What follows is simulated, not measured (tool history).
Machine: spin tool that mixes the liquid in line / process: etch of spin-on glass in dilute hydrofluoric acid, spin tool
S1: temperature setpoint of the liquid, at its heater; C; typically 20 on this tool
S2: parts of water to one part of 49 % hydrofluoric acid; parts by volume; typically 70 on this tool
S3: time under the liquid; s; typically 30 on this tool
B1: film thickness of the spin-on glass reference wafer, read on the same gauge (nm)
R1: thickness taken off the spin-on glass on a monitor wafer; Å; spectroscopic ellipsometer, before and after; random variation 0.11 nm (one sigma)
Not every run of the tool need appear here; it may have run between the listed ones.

{"run": 1, "hour": 0.0, "S1": 20, "S2": 95, "S3": 30, "B1": 29.98, "R1": 163.8}
{"run": 2, "hour": 13.6, "S1": 20, "S2": 95, "S3": 30, "B1": 30.02, "R1": 166.1}
{"run": 3, "hour": 20.5, "S1": 20, "S2": 70, "S3": 30, "B1": 29.98, "R1": 229.3}
{"run": 4, "hour": 33.9, "S1": 20, "S2": 70, "S3": 30, "B1": 30.01, "R1": 233}
{"run": 5, "hour": 51.5, "S1": 20, "S2": 70, "S3": 25, "B1": 30.02, "R1": 191.5}
{"run": 6, "hour": 105.3, "S1": 20, "S2": 50, "S3": 30, "B1": 29.97, "R1": 333.2}
{"run": 7, "hour": 122.7, "S1": 20, "S2": 50, "S3": 30, "B1": 29.97, "R1": 332.1}
{"run": 8, "hour": 130.3, "S1": 17, "S2": 70, "S3": 30, "B1": 29.98, "R1": 206.1}
{"run": 9, "hour": 140.4, "S1": 17, "S2": 70, "S3": 30, "B1": 29.97, "R1": 209}
{"run": 10, "hour": 156.2, "S1": 20, "S2": 70, "S3": 20, "B1": 30.02, "R1": 157.1}
{"run": 11, "hour": 171.5, "S1": 20, "S2": 70, "S3": 20, "B1": 30.01, "R1": 157.8}
{"run": 12, "hour": 179.4, "S1": 17, "S2": 70, "S3": 35, "B1": 30, "R1": 244.2}
{"run": 13, "hour": 185.6, "S1": 17, "S2": 35, "S3": 35, "B1": 29.97, "R1": 506.6}
{"hour": 195.9, "done": "gauge calibrated"}
{"run": 14, "hour": 203.6, "S1": 20, "S2": 70, "S3": 30, "B1": 29.98, "R1": 234.2}
{"run": 15, "hour": 219.6, "S1": 20, "S2": 40, "S3": 30, "B1": 30.01, "R1": 432.6}
{"run": 16, "hour": 231.4, "S1": 18, "S2": 90, "S3": 15, "B1": 30.02, "R1": 83.4}
{"run": 17, "hour": 240.6, "S1": 23, "S2": 90, "S3": 15, "B1": 29.96, "R1": 102.4}
{"hour": 247.8, "done": "thermometer replaced"}
{"run": 18, "hour": 258.6, "S1": 20, "S2": 70, "S3": 30, "B1": 30, "R1": 209.5}
{"run": 19, "hour": 267.1, "S1": 17, "S2": 90, "S3": 35, "B1": 30.02, "R1": 166.5}
{"run": 20, "hour": 282.2, "S1": 20, "S2": 70, "S3": 30, "B1": 30.02, "R1": 213}
{"run": 21, "hour": 299.3, "S1": 20, "S2": 70, "S3": 30, "B1": 29.99, "R1": 214.2}
{"run": 22, "hour": 310.5, "S1": 20, "S2": 50, "S3": 25, "B1": 30.01, "R1": 254.1}
{"hour": 315.9, "done": "hydrofluoric acid flow meter replaced"}
{"run": 23, "hour": 323.3, "S1": 20, "S2": 70, "S3": 30, "B1": 29.98, "R1": 194.6}
{"run": 24, "hour": 356.6, "S1": 20, "S2": 80, "S3": 50, "B1": 30.01, "R1": 281.4}
{"run": 25, "hour": 370.1, "S1": 20, "S2": 70, "S3": 30, "B1": 29.95, "R1": 195.5}

Run 26 has not been measured yet. What should we expect?
{"run": 26, "hour": 380.4, "S1": 18, "S2": 80, "S3": 30, "B1": "?", "R1": "?"}

Run 26 produced B1 29.98, R1 155.1 Å.
The same run, on a tool lacking any hidden state, would have yielded R1 149.7 Å.

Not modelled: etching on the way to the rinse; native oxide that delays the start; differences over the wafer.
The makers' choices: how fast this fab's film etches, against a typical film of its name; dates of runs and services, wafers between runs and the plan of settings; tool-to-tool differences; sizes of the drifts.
